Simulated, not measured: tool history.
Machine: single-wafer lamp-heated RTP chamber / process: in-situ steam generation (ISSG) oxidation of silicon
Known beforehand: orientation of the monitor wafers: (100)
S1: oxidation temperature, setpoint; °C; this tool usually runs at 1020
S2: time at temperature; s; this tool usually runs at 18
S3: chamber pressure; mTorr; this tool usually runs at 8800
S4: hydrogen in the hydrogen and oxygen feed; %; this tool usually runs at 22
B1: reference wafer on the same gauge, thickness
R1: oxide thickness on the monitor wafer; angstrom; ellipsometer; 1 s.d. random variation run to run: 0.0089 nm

run    day    S1  S2    S3  S4     B1     R1
  1  0.000  1020  18  8800  22  6.629  60.43
  2  0.729  1020  18  8800  22  6.630  60.51
  3  1.321  1020  18  8800  22  6.629  60.63
  4  1.938  1020  18  9100  22  6.630  60.19
  5  2.304  1020  18  9100  22  6.629  60.16
  6  2.762  1020  21  8800  22  6.633  65.15
  7  3.354  1020  21  8800  22  6.630  65.37
  8  4.071  1020  21  8800  22  6.628  65.24
     4.758  -- pressure gauge zeroed
  9  4.779  1020  18  8800  22  6.630  60.54
     5.729  -- pyrometer window cleaned and pyrometer calibrated
 10  5.750  1020  18  8800  22  6.629  59.57
 11  6.046  1020  18  8800  22  6.630  59.74
     6.133  -- gauge calibrated
 12  6.775  1013  14  8300  22  6.632  51.70
 13  7.338  1013  14  8300  22  6.629  51.84
 14  7.833  1006  18  8800  22  6.631  56.32
 15  8.217  1020  18  9700  22  6.628  59.01
 16  8.738  1020  18  8800  22  6.629  59.95
     9.167  -- hydrogen flow controller replaced
 17  9.454  1020  18  8800  22  6.630  59.95

Run 18, settings as shown, results not yet in. Your forecast:
 18  9.896  1037  21  7600  15   ?   ?

Run 18 yielded B1 6.631, R1 64.74 angstrom.
Without the tool's hidden state the same run would have given R1 64.34 angstrom.
